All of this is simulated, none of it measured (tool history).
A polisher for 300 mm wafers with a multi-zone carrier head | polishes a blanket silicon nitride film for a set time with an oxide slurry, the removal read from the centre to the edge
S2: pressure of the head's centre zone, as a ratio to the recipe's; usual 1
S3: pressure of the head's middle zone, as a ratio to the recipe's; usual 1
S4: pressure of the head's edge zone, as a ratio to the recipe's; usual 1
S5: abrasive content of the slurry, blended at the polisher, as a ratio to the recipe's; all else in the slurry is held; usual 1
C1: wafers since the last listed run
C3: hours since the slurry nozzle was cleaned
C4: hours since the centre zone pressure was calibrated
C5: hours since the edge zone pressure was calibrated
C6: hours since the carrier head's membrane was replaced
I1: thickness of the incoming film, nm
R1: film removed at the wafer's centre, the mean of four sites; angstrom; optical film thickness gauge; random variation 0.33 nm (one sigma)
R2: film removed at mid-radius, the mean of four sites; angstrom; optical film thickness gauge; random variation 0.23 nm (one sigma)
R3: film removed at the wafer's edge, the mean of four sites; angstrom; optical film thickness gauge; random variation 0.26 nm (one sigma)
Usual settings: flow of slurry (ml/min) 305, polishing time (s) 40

run 1 hour=0 | flow_of_slurry_(ml/min)=305 S2=1 S3=1 S4=0.96 S5=1 polishing_time_(s)=40 | C1=0 wafers_polished_on_this_pad=1925 C3=58.1 C4=1155.3 C5=623.5 C6=496.2 | I1=387.1 | R1=262 R2=265 R3=251
-- hour=31.8 worn pad replaced by a new one
run 2 hour=60.2 | flow_of_slurry_(ml/min)=275 S2=1 S3=1 S4=1 S5=0.8 polishing_time_(s)=40 | C1=766 wafers_polished_on_this_pad=386 C3=118.3 C4=1215.5 C5=683.7 C6=556.4 | I1=393 | R1=220 R2=227 R3=217
run 3 hour=108.1 | flow_of_slurry_(ml/min)=275 S2=1 S3=1 S4=1 S5=0.8 polishing_time_(s)=40 | C1=653 wafers_polished_on_this_pad=1040 C3=166.2 C4=1263.4 C5=731.6 C6=604.3 | I1=389.6 | R1=220 R2=225 R3=219
run 4 hour=155.8 | flow_of_slurry_(ml/min)=305 S2=1 S3=1 S4=1 S5=1 polishing_time_(s)=40 | C1=650 wafers_polished_on_this_pad=1690 C3=213.9 C4=1311.1 C5=779.3 C6=652 | I1=388.5 | R1=258 R2=267 R3=256
-- hour=178.5 worn pad replaced by a new one
-- hour=201.5 slurry nozzle cleaned
run 5 hour=221.1 | flow_of_slurry_(ml/min)=305 S2=1 S3=1 S4=1 S5=1 polishing_time_(s)=40 | C1=822 wafers_polished_on_this_pad=567 C3=19.6 C4=1376.4 C5=844.6 C6=717.3 | I1=385 | R1=257 R2=262 R3=256
run 6 hour=281.8 | flow_of_slurry_(ml/min)=305 S2=1 S3=1 S4=1 S5=0.9 polishing_time_(s)=40 | C1=828 wafers_polished_on_this_pad=1395 C3=80.3 C4=1437.1 C5=905.3 C6=778 | I1=383 | R1=245 R2=246 R3=238
-- hour=317.5 centre zone pressure recalibrated
-- hour=322.1 worn pad replaced by a new one
run 7 hour=389.2 | flow_of_slurry_(ml/min)=245 S2=1 S3=1 S4=1 S5=1 polishing_time_(s)=40 | C1=1383 wafers_polished_on_this_pad=915 C3=187.7 C4=71.7 C5=1012.7 C6=885.4 | I1=388.6 | R1=248 R2=256 R3=254
run 8 hour=421.1 | flow_of_slurry_(ml/min)=360 S2=1 S3=1 S4=1 S5=1 polishing_time_(s)=40 | C1=435 wafers_polished_on_this_pad=1350 C3=219.6 C4=103.6 C5=1044.6 C6=917.3 | I1=389.4 | R1=262 R2=270 R3=257
run 9 hour=489.4 | flow_of_slurry_(ml/min)=305 S2=1 S3=1 S4=1 S5=1 polishing_time_(s)=40 | C1=931 wafers_polished_on_this_pad=2282 C3=287.9 C4=171.9 C5=1112.9 C6=985.6 | I1=390.5 | R1=264 R2=266 R3=257
-- hour=493.9 worn pad replaced by a new one
-- hour=521.9 slurry nozzle cleaned
run 10 hour=555.6 | flow_of_slurry_(ml/min)=305 S2=1 S3=1 S4=1 S5=0.9 polishing_time_(s)=48 | C1=834 wafers_polished_on_this_pad=828 C3=33.7 C4=238.1 C5=1179.1 C6=1051.8 | I1=390.4 | R1=288 R2=303 R3=287
-- hour=612.4 carrier head's membrane replaced by a new one
-- hour=625.2 edge zone pressure recalibrated
run 11 hour=626.4 | flow_of_slurry_(ml/min)=305 S2=1 S3=1 S4=1 S5=1 polishing_time_(s)=40 | C1=870 wafers_polished_on_this_pad=1698 C3=104.5 C4=308.9 C5=1.2 C6=14 | I1=390.4 | R1=258 R2=264 R3=256
-- hour=636.5 worn pad replaced by a new one
run 12 hour=682.7 | flow_of_slurry_(ml/min)=305 S2=1 S3=1 S4=1 S5=1 polishing_time_(s)=40 | C1=713 wafers_polished_on_this_pad=630 C3=160.8 C4=365.2 C5=57.5 C6=70.3 | I1=398.2 | R1=264 R2=261 R3=255
run 13 hour=708.4 | flow_of_slurry_(ml/min)=205 S2=0.88 S3=1 S4=1 S5=1 polishing_time_(s)=40 | C1=350 wafers_polished_on_this_pad=980 C3=186.5 C4=390.9 C5=83.2 C6=96 | I1=389.9 | R1=218 R2=258 R3=248
run 14 hour=753.6 | flow_of_slurry_(ml/min)=255 S2=1.06 S3=1 S4=1 S5=0.75 polishing_time_(s)=32 | C1=616 wafers_polished_on_this_pad=1597 C3=231.7 C4=436.1 C5=128.4 C6=141.2 | I1=393.7 | R1=177 R2=171 R3=163
-- hour=786.1 worn pad replaced by a new one
run 15 hour=804.2 | flow_of_slurry_(ml/min)=305 S2=1.07 S3=1 S4=0.94 S5=1 polishing_time_(s)=40 | C1=635 wafers_polished_on_this_pad=247 C3=282.3 C4=486.7 C5=179 C6=191.8 | I1=389.2 | R1=277 R2=266 R3=249

5 ways to go on from here, each from the tool as it stands after run 15. What would each give?
run A hour=804.6 | flow_of_slurry_(ml/min)=305 S2=1 S3=1 S4=1 S5=1 polishing_time_(s)=40 | C1=5 wafers_polished_on_this_pad=252 C3=282.7 C4=487.1 C5=179.4 C6=192.2 | I1=383.3 | R1=? R2=? R3=?
run B hour=804.6 | flow_of_slurry_(ml/min)=305 S2=1 S3=0.92 S4=1 S5=1 polishing_time_(s)=51 | C1=5 wafers_polished_on_this_pad=252 C3=282.7 C4=487.1 C5=179.4 C6=192.2 | I1=383.3 | R1=? R2=? R3=?
run C hour=804.6 | flow_of_slurry_(ml/min)=200 S2=1 S3=1 S4=0.96 S5=1 polishing_time_(s)=40 | C1=5 wafers_polished_on_this_pad=252 C3=282.7 C4=487.1 C5=179.4 C6=192.2 | I1=383.3 | R1=? R2=? R3=?
run D hour=804.6 | flow_of_slurry_(ml/min)=305 S2=1 S3=0.94 S4=1 S5=0.9 polishing_time_(s)=28 | C1=5 wafers_polished_on_this_pad=252 C3=282.7 C4=487.1 C5=179.4 C6=192.2 | I1=383.3 | R1=? R2=? R3=?
run E hour=804.6 | flow_of_slurry_(ml/min)=365 S2=1 S3=1 S4=1 S5=1 polishing_time_(s)=40 | C1=5 wafers_polished_on_this_pad=252 C3=282.7 C4=487.1 C5=179.4 C6=192.2 | I1=383.3 | R1=? R2=? R3=?

run=A R1=259 R2=263 R3=258
run=B R1=331 R2=312 R3=330
run=C R1=249 R2=253 R3=246
run=D R1=170 R2=163 R3=169
run=E R1=263 R2=266 R3=261
Without the tool's hidden state the same runs would have given:
run=A R1=259 R2=263 R3=258
run=B R1=331 R2=312 R3=330
run=C R1=249 R2=253 R3=246
run=D R1=170 R2=163 R3=169
run=E R1=263 R2=266 R3=261
